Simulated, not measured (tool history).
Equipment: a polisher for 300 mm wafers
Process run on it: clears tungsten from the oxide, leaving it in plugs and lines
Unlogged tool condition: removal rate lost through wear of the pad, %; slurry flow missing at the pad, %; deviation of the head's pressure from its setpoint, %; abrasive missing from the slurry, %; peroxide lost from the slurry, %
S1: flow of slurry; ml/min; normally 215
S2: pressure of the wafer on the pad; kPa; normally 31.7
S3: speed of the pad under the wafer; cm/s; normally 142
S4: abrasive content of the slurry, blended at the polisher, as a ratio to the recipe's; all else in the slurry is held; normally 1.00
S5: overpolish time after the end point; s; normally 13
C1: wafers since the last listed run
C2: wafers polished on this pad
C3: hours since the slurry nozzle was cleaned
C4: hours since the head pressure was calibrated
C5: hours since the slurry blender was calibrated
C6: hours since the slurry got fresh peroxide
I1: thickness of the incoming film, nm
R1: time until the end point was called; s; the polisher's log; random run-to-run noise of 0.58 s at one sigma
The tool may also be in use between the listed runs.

| run | hour | S1 | S2 | S3 | S4 | S5 | C1 | C2 | C3 | C4 | C5 | C6 | I1 | R1 |
|---|---|---|---|---|---|---|---|---|---|---|---|---|---|---|
| 1 | 0.0 | 215 | 25.5 | 142 | 1.00 | 13 | 0 | 80 | 202.4 | 183.5 | 81.4 | 10.3 | 535.1 | 79.2 |
| 2 | 30.1 | 215 | 25.5 | 142 | 1.00 | 13 | 299 | 380 | 232.5 | 213.6 | 111.5 | 40.4 | 548.1 | 81.8 |
|  | 40.4 | slurry nozzle cleaned |
| 3 | 65.7 | 215 | 31.7 | 142 | 1.00 | 13 | 344 | 724 | 25.3 | 249.2 | 147.1 | 76.0 | 530.9 | 63.4 |
|  | 77.6 | slurry tank refilled with fresh slurry and peroxide |
|  | 82.3 | worn pad replaced by a new one |
| 4 | 95.2 | 215 | 31.7 | 142 | 1.00 | 13 | 243 | 128 | 54.8 | 278.7 | 176.6 | 17.6 | 542.3 | 65.7 |
| 5 | 110.6 | 215 | 31.7 | 142 | 1.00 | 13 | 153 | 281 | 70.2 | 294.1 | 192.0 | 33.0 | 545.1 | 65.7 |
| 6 | 143.7 | 215 | 31.7 | 142 | 1.00 | 13 | 329 | 610 | 103.3 | 327.2 | 225.1 | 66.1 | 534.5 | 63.9 |
|  | 147.2 | slurry blender recalibrated |
| 7 | 168.3 | 215 | 31.7 | 142 | 1.00 | 13 | 224 | 835 | 127.9 | 351.8 | 21.1 | 90.7 | 539.3 | 64.6 |
|  | 174.1 | worn pad replaced by a new one |
|  | 176.5 | slurry tank refilled with fresh slurry and peroxide |
| 8 | 184.0 | 215 | 31.7 | 142 | 1.00 | 13 | 106 | 88 | 143.6 | 367.5 | 36.8 | 7.5 | 532.7 | 62.8 |
| 9 | 203.2 | 240 | 24.8 | 142 | 1.00 | 13 | 191 | 279 | 162.8 | 386.7 | 56.0 | 26.7 | 546.1 | 83.0 |
| 10 | 224.0 | 215 | 31.7 | 142 | 1.00 | 13 | 206 | 486 | 183.6 | 407.5 | 76.8 | 47.5 | 541.1 | 65.0 |
| 11 | 242.2 | 215 | 31.7 | 142 | 1.00 | 13 | 181 | 667 | 201.8 | 425.7 | 95.0 | 65.7 | 540.0 | 66.4 |
| 12 | 263.6 | 245 | 22.1 | 102 | 1.30 | 13 | 212 | 880 | 223.2 | 447.1 | 116.4 | 87.1 | 546.2 | 117.2 |
|  | 269.9 | slurry tank refilled with fresh slurry and peroxide |
|  | 278.6 | worn pad replaced by a new one |
| 13 | 284.2 | 145 | 37.9 | 102 | 1.00 | 8 | 155 | 56 | 243.8 | 467.7 | 137.0 | 14.3 | 537.9 | 80.4 |
| 14 | 298.1 | 240 | 31.7 | 164 | 1.00 | 7 | 138 | 194 | 257.7 | 481.6 | 150.9 | 28.2 | 541.9 | 55.6 |
| 15 | 342.1 | 215 | 31.7 | 142 | 1.10 | 13 | 437 | 632 | 301.7 | 525.6 | 194.9 | 72.2 | 540.0 | 62.2 |
|  | 344.7 | slurry blender recalibrated |
|  | 348.6 | slurry nozzle cleaned |
|  | 354.5 | slurry tank refilled with fresh slurry and peroxide |
|  | 366.8 | head pressure recalibrated |
| 16 | 367.3 | 215 | 31.7 | 142 | 1.00 | 20 | 191 | 823 | 18.7 | 0.5 | 22.6 | 12.8 | 539.6 | 64.3 |
|  | 376.8 | worn pad replaced by a new one |
| 17 | 394.4 | 215 | 31.7 | 142 | 1.00 | 13 | 229 | 174 | 45.8 | 27.6 | 49.7 | 39.9 | 539.7 | 65.6 |
| 18 | 414.5 | 215 | 36.5 | 104 | 0.85 | 13 | 199 | 374 | 65.9 | 47.7 | 69.8 | 60.0 | 538.1 | 81.4 |
| 19 | 450.4 | 215 | 31.7 | 116 | 1.00 | 13 | 357 | 731 | 101.8 | 83.6 | 105.7 | 95.9 | 544.9 | 81.7 |
|  | 465.9 | slurry tank refilled with fresh slurry and peroxide |
|  | 475.8 | worn pad replaced by a new one |
| 20 | 485.3 | 215 | 31.7 | 192 | 1.00 | 13 | 297 | 94 | 136.7 | 118.5 | 140.6 | 19.4 | 541.2 | 47.6 |

Predict each of these 4 candidate next runs independently; none follows another, all start after run 20:
| A | 485.8 | 215 | 20.7 | 142 | 1.00 | 13 | 4 | 99 | 137.2 | 119.0 | 141.1 | 19.9 | 538.9 | ? |
| B | 485.8 | 215 | 34.5 | 106 | 1.00 | 13 | 4 | 99 | 137.2 | 119.0 | 141.1 | 19.9 | 538.9 | ? |
| C | 485.8 | 215 | 42.1 | 142 | 1.20 | 13 | 4 | 99 | 137.2 | 119.0 | 141.1 | 19.9 | 538.9 | ? |
| D | 485.8 | 180 | 22.8 | 164 | 1.00 | 20 | 4 | 99 | 137.2 | 119.0 | 141.1 | 19.9 | 538.9 | ? |

| run | R1 |
|---|---|
| A | 98.8 |
| B | 79.4 |
| C | 45.6 |
| D | 79.8 |
Without the tool's unlogged condition, the same runs would have read:
| run | R1 |
|---|---|
| A | 98.8 |
| B | 79.4 |
| C | 45.6 |
| D | 79.8 |

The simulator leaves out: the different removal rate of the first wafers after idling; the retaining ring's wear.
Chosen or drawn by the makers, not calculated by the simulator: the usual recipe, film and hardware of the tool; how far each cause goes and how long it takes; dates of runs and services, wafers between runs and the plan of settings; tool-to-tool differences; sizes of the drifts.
